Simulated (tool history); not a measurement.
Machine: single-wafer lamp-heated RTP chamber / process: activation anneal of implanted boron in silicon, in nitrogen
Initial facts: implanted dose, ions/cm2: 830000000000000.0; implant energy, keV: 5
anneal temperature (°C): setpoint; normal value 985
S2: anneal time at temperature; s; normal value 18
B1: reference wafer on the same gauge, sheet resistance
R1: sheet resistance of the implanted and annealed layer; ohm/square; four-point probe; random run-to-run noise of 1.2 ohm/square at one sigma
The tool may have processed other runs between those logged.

Run 1, hour 0.0: usual settings; B1 243.04. Result: R1 191.94 ohm/square.
Run 2, hour 67.1: usual settings; B1 242.69. Result: R1 190.80 ohm/square.
Run 3, hour 122.5: usual settings; B1 242.78. Result: R1 190.46 ohm/square.
At hour 154.6: pyrometer window cleaned and pyrometer calibrated.
Run 4, hour 155.1: usual settings; B1 243.06. Result: R1 199.34 ohm/square.
Run 5, hour 211.4: usual settings but S2 25 s; B1 242.24. Result: R1 193.13 ohm/square.
At hour 214.8: gauge calibrated.
Run 6, hour 269.0: usual settings but S2 25 s; B1 242.65. Result: R1 190.19 ohm/square.
Run 7, hour 298.9: usual settings but anneal temperature (°C) 1008; B1 242.55. Result: R1 179.62 ohm/square.
Run 8, hour 370.2: usual settings but anneal temperature (°C) 1008; B1 242.97. Result: R1 180.30 ohm/square.
Run 9, hour 412.5: usual settings but anneal temperature (°C) 970; B1 242.90. Result: R1 207.79 ohm/square.
Run 10, hour 470.6: usual settings but anneal temperature (°C) 970; B1 242.96. Result: R1 207.04 ohm/square.
Run 11, hour 501.0: usual settings but anneal temperature (°C) 996; B1 243.29. Result: R1 184.64 ohm/square.
Run 12, hour 551.7: usual settings but anneal temperature (°C) 996; B1 242.89. Result: R1 184.33 ohm/square.
Run 13, hour 587.0: usual settings but anneal temperature (°C) 996; B1 242.50. Result: R1 186.28 ohm/square.
Run 14, hour 617.2: usual settings; B1 242.76. Result: R1 192.16 ohm/square.
At hour 649.1: reflector plate cleaned.
Run 15, hour 649.6: usual settings; B1 242.51. Result: R1 197.36 ohm/square.
Run 16, hour 700.5: usual settings but S2 28 s; B1 242.82. Result: R1 189.05 ohm/square.
Run 17, hour 739.1: usual settings but anneal temperature (°C) 963, S2 24 s; B1 243.16. Result: R1 212.28 ohm/square.
Run 18, hour 792.1: usual settings; B1 243.06. Result: R1 192.77 ohm/square.

Expected results for the next run?
Run 19, hour 866.0: usual settings but S2 11 s; B1 ?. Result: R1 ?.

{"run 19": {"B1": 242.75, "R1": 200.02}}
Without the tool's hidden state the same run would have given R1 214.35 ohm/square.

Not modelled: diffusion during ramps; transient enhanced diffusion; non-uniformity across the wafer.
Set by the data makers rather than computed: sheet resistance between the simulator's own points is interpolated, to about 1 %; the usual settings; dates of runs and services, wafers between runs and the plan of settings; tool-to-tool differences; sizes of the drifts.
